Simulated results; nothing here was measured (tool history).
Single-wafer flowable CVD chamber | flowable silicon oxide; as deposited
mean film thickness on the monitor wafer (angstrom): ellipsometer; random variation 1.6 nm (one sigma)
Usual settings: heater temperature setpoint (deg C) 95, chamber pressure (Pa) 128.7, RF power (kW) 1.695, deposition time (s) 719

run,hour,heater temperature setpoint (deg C),chamber pressure (Pa),RF power (kW),deposition time (s),wafers since the last listed run,hours since the last thermocouple change,hours since the last RF generator calibration,hours since the last manometer calibration,hours since the showerhead was replaced,hours since the gauge calibration,"read-back reference wafer on the same gauge, thickness_nm",mean film thickness on the monitor wafer (angstrom)
1,0.0,95,153.7,1.695,719,0,951.4,1653.5,2878.7,2875.9,103.4,666.106,7536.80
2,18.0,95,153.7,1.695,719,65,969.4,1671.5,2896.7,2893.9,121.4,666.187,7545.70
3,24.6,106,128.7,1.695,719,24,976.0,1678.1,2903.3,2900.5,128.0,666.556,4317.04
4,31.4,106,128.7,1.695,719,24,982.8,1684.9,2910.1,2907.3,134.8,665.825,4334.40
5,42.3,106,128.7,1.695,719,39,993.7,1695.8,2921.0,2918.2,145.7,666.359,4347.95
6,50.2,95,128.7,1.695,606,28,1001.6,1703.7,2928.9,2926.1,153.6,665.611,5298.67
7,58.3,95,128.7,1.695,786,29,1009.7,1711.8,2937.0,2934.2,161.7,665.957,6876.62
8,70.3,95,128.7,1.695,786,43,1021.7,1723.8,2949.0,2946.2,173.7,665.737,6891.47
9,87.7,95,128.7,1.695,786,63,1039.1,1741.2,2966.4,2963.6,191.1,666.001,6894.08
10,102.3,89,128.7,1.695,719,53,1053.7,1755.8,2981.0,2978.2,205.7,665.726,7713.83
11,108.9,89,128.7,1.695,719,24,1060.3,1762.4,2987.6,2984.8,212.3,666.120,7695.86
12,123.0,89,128.7,1.695,719,51,1074.4,1776.5,3001.7,2998.9,226.4,666.117,7693.44
13,133.4,95,128.7,1.695,719,37,1084.8,1786.9,3012.1,3009.3,236.8,665.926,6303.50
14,146.7,95,128.7,1.695,719,48,1098.1,1800.2,3025.4,3022.6,250.1,666.391,6308.99
15,164.2,95,128.7,1.695,719,63,1115.6,1817.7,3042.9,3040.1,267.6,666.102,6273.97
# hour 180.5: capacitance manometer re-zeroed and calibrated
16,181.0,95,128.7,1.695,719,32,1132.4,1834.5,0.5,3056.9,284.4,665.920,6897.22
17,185.8,107,128.7,1.695,826,17,1137.2,1839.3,5.3,3061.7,289.2,666.314,5289.70
# hour 195.9: RF generator calibrated
18,226.0,89,128.7,1.695,629,117,1177.4,30.1,45.5,3101.9,329.4,666.003,7367.56
# hour 234.9: gauge calibrated
# hour 239.2: showerhead replaced
19,239.7,82,116.0,1.925,822,20,1191.1,43.8,59.2,0.5,4.8,665.861,11091.13
20,248.0,82,111.3,1.695,719,30,1199.4,52.1,67.5,8.8,13.1,666.154,9018.44
21,256.4,95,102.7,1.465,719,30,1207.8,60.5,75.9,17.2,21.5,666.085,5249.50
# hour 270.8: thermocouple changed; heater temperature recalibrated
22,273.0,95,128.7,1.695,719,31,2.2,77.1,92.5,33.8,38.1,666.377,6873.76
23,282.5,84,119.2,1.695,597,34,11.7,86.6,102.0,43.3,47.6,665.603,7476.55
24,293.8,91,160.4,1.695,603,41,23.0,97.9,113.3,54.6,58.9,666.125,8146.81
25,304.8,95,128.7,1.550,719,40,34.0,108.9,124.3,65.6,69.9,666.108,6693.72
26,312.1,95,128.7,1.695,719,26,41.3,116.2,131.6,72.9,77.2,666.167,6819.69
27,324.7,107,147.2,1.925,815,45,53.9,128.8,144.2,85.5,89.8,666.017,6074.40
28,339.5,106,150.9,1.695,838,53,68.7,143.6,159.0,100.3,104.6,665.852,6398.05
29,357.5,95,128.7,1.495,678,65,86.7,161.6,177.0,118.3,122.6,666.077,6220.43

Forecast each of these 3 alternatives for the next run:
A,358.1,95,128.7,1.695,602,2,87.3,162.2,177.6,118.9,123.2,?,?
B,358.1,81,138.1,1.860,719,2,87.3,162.2,177.6,118.9,123.2,?,?
C,358.1,91,96.8,1.440,719,2,87.3,162.2,177.6,118.9,123.2,?,?

run,"read-back reference wafer on the same gauge, thickness_nm",mean film thickness on the monitor wafer (angstrom)
A,665.989,5691.80
B,665.989,11664.80
C,665.989,5589.51
Without the tool's hidden state the same runs would have given:
run,mean film thickness on the monitor wafer (angstrom)
A,5753.85
B,11791.98
C,5655.46
